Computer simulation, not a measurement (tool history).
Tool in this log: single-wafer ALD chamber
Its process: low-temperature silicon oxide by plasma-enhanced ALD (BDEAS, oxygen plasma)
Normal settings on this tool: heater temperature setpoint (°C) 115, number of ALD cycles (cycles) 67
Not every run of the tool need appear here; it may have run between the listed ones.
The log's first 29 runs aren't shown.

| run | hour | heater temperature setpoint (°C) | number of ALD cycles (cycles) | read-back reference wafer on the same gauge, thickness_nm | mean film thickness on the monitor wafer (angstrom) |
|---|---|---|---|---|---|
| 30 | 1365.9 | 103 | 72 | 7.464 | 100.48 |
| 31 | 1408.0 | 129 | 79 | 7.457 | 105.53 |
| 32 | 1452.4 | 102 | 58 | 7.450 | 81.33 |
| 33 | 1515.7 | 115 | 63 | 7.442 | 86.17 |
| 34 | 1545.4 | 109 | 71 | 7.439 | 97.67 |
| 35 | 1594.3 | 115 | 54 | 7.426 | 73.89 |
| 36 | 1618.8 | 108 | 75 | 7.412 | 103.08 |
| 37 | 1649.8 | 115 | 57 | 7.414 | 77.69 |
| 38 | 1695.3 | 108 | 71 | 7.400 | 97.78 |
| 39 | 1764.1 | 115 | 73 | 7.381 | 98.82 |

4 ways to go on from here, each from the tool as it stands after run 39. What would each give?
| A | 1764.6 | 115 | 67 | ? | ? |
| B | 1764.6 | 125 | 67 | ? | ? |
| C | 1764.6 | 119 | 67 | ? | ? |
| D | 1764.6 | 105 | 56 | ? | ? |

| run | read-back reference wafer on the same gauge, thickness_nm | mean film thickness on the monitor wafer (angstrom) |
|---|---|---|
| A | 7.384 | 91.21 |
| B | 7.384 | 89.69 |
| C | 7.384 | 90.60 |
| D | 7.384 | 77.51 |
Without the tool's hidden state the same runs would have given:
| run | mean film thickness on the monitor wafer (angstrom) |
|---|---|
| A | 92.57 |
| B | 91.03 |
| C | 91.96 |
| D | 78.67 |
